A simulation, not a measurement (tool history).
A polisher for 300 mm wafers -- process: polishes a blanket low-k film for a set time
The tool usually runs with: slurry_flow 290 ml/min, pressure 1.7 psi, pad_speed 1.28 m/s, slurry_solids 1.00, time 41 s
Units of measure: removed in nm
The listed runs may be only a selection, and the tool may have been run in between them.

run   hour  slurry_flow  pressure  pad_speed  slurry_solids  time  incoming thickness of the incoming film, nm  removed
  1    0.0          230       1.7       1.28           1.00    41                                        342.2     19.4
  2   10.6          290       1.7       1.28           1.00    41                                        350.0     19.8
  3   27.0          290       1.7       1.28           1.00    41                                        355.9     20.4
  4   40.9          290       1.7       1.28           0.95    41                                        351.6     19.6
  5   54.8          290       1.7       1.28           0.95    41                                        350.9     19.6
      66.8  -- worn pad replaced by a new one
  6   75.0          240       1.7       1.28           1.00    41                                        351.9     19.4
      83.2  -- conditioning disc replaced and pad reconditioned
      89.2  -- slurry blender recalibrated
  7   89.9          240       1.7       1.28           1.00    41                                        356.0     19.2
  8  105.3          290       1.7       1.28           1.00    41                                        351.3     19.6
  9  122.9          290       1.7       1.28           1.00    41                                        349.8     20.3
 10  148.2          290       1.7       1.28           1.00    41                                        353.6     19.4
 11  155.7          255       1.3       1.28           1.00    28                                        347.7     11.3
 12  168.6          290       1.4       1.28           1.00    34                                        353.0     14.6
 13  182.6          290       1.7       1.44           1.00    54                                        351.4     29.2
     187.8  -- worn pad replaced by a new one
 14  193.8          290       1.3       1.28           1.10    54                                        343.7     23.1
     211.6  -- head pressure recalibrated
     211.7  -- slurry nozzle cleaned
 15  212.1          290       1.7       1.28           1.00    41                                        352.0     19.5
 16  226.0          290       1.7       1.28           1.00    41                                        345.3     20.0
 17  241.5          290       1.7       1.28           1.00    41                                        345.3     19.9
 18  254.1          330       1.7       1.28           0.75    47                                        354.5     18.7
 19  269.0          375       1.7       1.28           1.00    41                                        350.1     20.1
     273.5  -- conditioning disc replaced and pad reconditioned
 20  275.5          235       1.7       0.86           1.30    31                                        348.6     12.1

Alternative continuations, all from the tool just after run 20; predict every row:
  A  275.9          290       1.7       1.28           1.00    41                                        348.9        ?
  B  275.9          225       2.0       1.28           0.80    41                                        348.9        ?
  C  275.9          290       1.7       1.54           0.85    41                                        348.9        ?
  D  275.9          290       1.9       1.28           0.90    41                                        348.9        ?
  E  275.9          250       1.7       1.28           1.00    27                                        348.9        ?

run  removed
  A     19.5
  B     18.4
  C     20.3
  D     19.7
  E     12.7
The same runs, with their run-to-run variation unchanged, on a tool lacking any hidden condition would have given:
run  removed
  A     19.5
  B     18.4
  C     20.3
  D     19.7
  E     12.7
